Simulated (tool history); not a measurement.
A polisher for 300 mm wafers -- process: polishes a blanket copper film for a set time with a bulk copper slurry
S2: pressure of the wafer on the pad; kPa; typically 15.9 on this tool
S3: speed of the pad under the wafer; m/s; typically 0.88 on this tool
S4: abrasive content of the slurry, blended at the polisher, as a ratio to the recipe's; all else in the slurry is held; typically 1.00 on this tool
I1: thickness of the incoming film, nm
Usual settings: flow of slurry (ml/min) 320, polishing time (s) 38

{"run": 1, "hour": 0.0, "flow of slurry (ml/min)": 320, "S2": 15.9, "S3": 0.88, "S4": 1.0, "polishing time (s)": 38, "I1": 4584.9, "film removed (nm)": 236.3}
{"run": 2, "hour": 14.7, "flow of slurry (ml/min)": 320, "S2": 15.9, "S3": 0.88, "S4": 1.0, "polishing time (s)": 38, "I1": 4609.5, "film removed (nm)": 246.0}
{"hour": 24.6, "done": "worn pad replaced by a new one"}
{"run": 3, "hour": 32.6, "flow of slurry (ml/min)": 320, "S2": 15.9, "S3": 0.88, "S4": 1.0, "polishing time (s)": 38, "I1": 4618.1, "film removed (nm)": 246.4}
{"run": 4, "hour": 41.5, "flow of slurry (ml/min)": 320, "S2": 15.9, "S3": 0.88, "S4": 1.0, "polishing time (s)": 38, "I1": 4663.0, "film removed (nm)": 240.8}
{"run": 5, "hour": 57.3, "flow of slurry (ml/min)": 320, "S2": 15.9, "S3": 0.88, "S4": 1.0, "polishing time (s)": 38, "I1": 4559.5, "film removed (nm)": 242.9}
{"hour": 63.1, "done": "slurry nozzle cleaned"}
{"run": 6, "hour": 65.2, "flow of slurry (ml/min)": 365, "S2": 14.5, "S3": 0.88, "S4": 1.0, "polishing time (s)": 38, "I1": 4634.0, "film removed (nm)": 227.4}
{"run": 7, "hour": 76.7, "flow of slurry (ml/min)": 365, "S2": 14.5, "S3": 0.88, "S4": 1.0, "polishing time (s)": 38, "I1": 4641.3, "film removed (nm)": 222.6}
{"run": 8, "hour": 88.4, "flow of slurry (ml/min)": 320, "S2": 15.9, "S3": 0.88, "S4": 1.0, "polishing time (s)": 38, "I1": 4601.1, "film removed (nm)": 247.6}
{"run": 9, "hour": 102.6, "flow of slurry (ml/min)": 320, "S2": 15.9, "S3": 0.88, "S4": 1.0, "polishing time (s)": 38, "I1": 4625.8, "film removed (nm)": 247.4}
{"run": 10, "hour": 108.8, "flow of slurry (ml/min)": 320, "S2": 15.9, "S3": 0.88, "S4": 1.0, "polishing time (s)": 38, "I1": 4628.1, "film removed (nm)": 245.6}
{"hour": 117.8, "done": "slurry blender recalibrated"}
{"run": 11, "hour": 118.6, "flow of slurry (ml/min)": 320, "S2": 15.9, "S3": 0.88, "S4": 1.0, "polishing time (s)": 38, "I1": 4659.3, "film removed (nm)": 245.2}
{"run": 12, "hour": 131.6, "flow of slurry (ml/min)": 320, "S2": 15.9, "S3": 0.88, "S4": 0.7, "polishing time (s)": 38, "I1": 4620.0, "film removed (nm)": 223.8}
{"hour": 136.8, "done": "worn pad replaced by a new one, of another model than before"}
{"run": 13, "hour": 138.1, "flow of slurry (ml/min)": 365, "S2": 14.5, "S3": 0.88, "S4": 1.0, "polishing time (s)": 38, "I1": 4630.4, "film removed (nm)": 221.7}
{"run": 14, "hour": 155.2, "flow of slurry (ml/min)": 215, "S2": 15.9, "S3": 0.88, "S4": 1.0, "polishing time (s)": 38, "I1": 4650.0, "film removed (nm)": 225.2}
{"run": 15, "hour": 164.8, "flow of slurry (ml/min)": 320, "S2": 15.9, "S3": 0.66, "S4": 0.85, "polishing time (s)": 38, "I1": 4572.4, "film removed (nm)": 183.6}
{"hour": 180.0, "done": "head pressure recalibrated"}
{"run": 16, "hour": 180.5, "flow of slurry (ml/min)": 320, "S2": 17.9, "S3": 0.88, "S4": 1.0, "polishing time (s)": 43, "I1": 4645.3, "film removed (nm)": 259.3}
{"run": 17, "hour": 195.8, "flow of slurry (ml/min)": 360, "S2": 15.9, "S3": 0.88, "S4": 1.0, "polishing time (s)": 38, "I1": 4681.5, "film removed (nm)": 217.4}
{"run": 18, "hour": 210.6, "flow of slurry (ml/min)": 380, "S2": 15.9, "S3": 0.88, "S4": 1.3, "polishing time (s)": 38, "I1": 4654.4, "film removed (nm)": 232.8}
{"run": 19, "hour": 221.1, "flow of slurry (ml/min)": 260, "S2": 13.8, "S3": 1.14, "S4": 1.2, "polishing time (s)": 38, "I1": 4634.5, "film removed (nm)": 250.8}
{"run": 20, "hour": 227.6, "flow of slurry (ml/min)": 320, "S2": 15.9, "S3": 0.88, "S4": 1.0, "polishing time (s)": 38, "I1": 4603.5, "film removed (nm)": 214.5}
{"run": 21, "hour": 241.6, "flow of slurry (ml/min)": 235, "S2": 18.6, "S3": 0.88, "S4": 1.0, "polishing time (s)": 38, "I1": 4563.7, "film removed (nm)": 229.2}
{"hour": 246.9, "done": "slurry nozzle cleaned"}
{"run": 22, "hour": 257.7, "flow of slurry (ml/min)": 320, "S2": 14.5, "S3": 0.88, "S4": 1.0, "polishing time (s)": 26, "I1": 4610.2, "film removed (nm)": 142.7}
{"hour": 269.6, "done": "worn pad replaced by a new one"}
{"run": 23, "hour": 275.3, "flow of slurry (ml/min)": 320, "S2": 15.9, "S3": 1.18, "S4": 1.0, "polishing time (s)": 38, "I1": 4651.4, "film removed (nm)": 266.2}
{"run": 24, "hour": 293.2, "flow of slurry (ml/min)": 215, "S2": 15.9, "S3": 0.88, "S4": 1.0, "polishing time (s)": 38, "I1": 4635.5, "film removed (nm)": 210.5}
{"run": 25, "hour": 308.2, "flow of slurry (ml/min)": 320, "S2": 15.9, "S3": 0.88, "S4": 1.25, "polishing time (s)": 38, "I1": 4636.6, "film removed (nm)": 228.8}
{"run": 26, "hour": 321.0, "flow of slurry (ml/min)": 250, "S2": 17.2, "S3": 1.06, "S4": 1.0, "polishing time (s)": 38, "I1": 4664.2, "film removed (nm)": 249.3}
{"run": 27, "hour": 330.6, "flow of slurry (ml/min)": 320, "S2": 11.7, "S3": 1.06, "S4": 1.0, "polishing time (s)": 38, "I1": 4594.7, "film removed (nm)": 213.8}
{"hour": 333.8, "done": "slurry blender recalibrated"}
{"run": 28, "hour": 340.0, "flow of slurry (ml/min)": 320, "S2": 15.9, "S3": 1.04, "S4": 1.3, "polishing time (s)": 30, "I1": 4674.8, "film removed (nm)": 207.6}
{"run": 29, "hour": 352.6, "flow of slurry (ml/min)": 320, "S2": 20.0, "S3": 0.76, "S4": 1.1, "polishing time (s)": 32, "I1": 4596.2, "film removed (nm)": 190.7}
{"run": 30, "hour": 366.0, "flow of slurry (ml/min)": 320, "S2": 15.9, "S3": 1.04, "S4": 1.2, "polishing time (s)": 38, "I1": 4643.6, "film removed (nm)": 255.6}

4 options for the next run, each taken on its own from the tool as it stands now. Forecast them:
{"run": "A", "hour": 366.4, "flow of slurry (ml/min)": 320, "S2": 15.9, "S3": 0.88, "S4": 1.0, "polishing time (s)": 38, "I1": 4543.5, "film removed (nm)": "?"}
{"run": "B", "hour": 366.4, "flow of slurry (ml/min)": 320, "S2": 20.7, "S3": 0.88, "S4": 1.0, "polishing time (s)": 38, "I1": 4543.5, "film removed (nm)": "?"}
{"run": "C", "hour": 366.4, "flow of slurry (ml/min)": 225, "S2": 17.9, "S3": 0.88, "S4": 1.0, "polishing time (s)": 41, "I1": 4543.5, "film removed (nm)": "?"}
{"run": "D", "hour": 366.4, "flow of slurry (ml/min)": 220, "S2": 17.9, "S3": 1.04, "S4": 1.0, "polishing time (s)": 38, "I1": 4543.5, "film removed (nm)": "?"}

run=A film_removed_(nm)=215.9
run=B film_removed_(nm)=249.1
run=C film_removed_(nm)=242.1
run=D film_removed_(nm)=251.2
The same runs, with their run-to-run variation unchanged, on a tool lacking any hidden condition would have given:
run=A film_removed_(nm)=214.4
run=B film_removed_(nm)=247.4
run=C film_removed_(nm)=240.5
run=D film_removed_(nm)=249.4
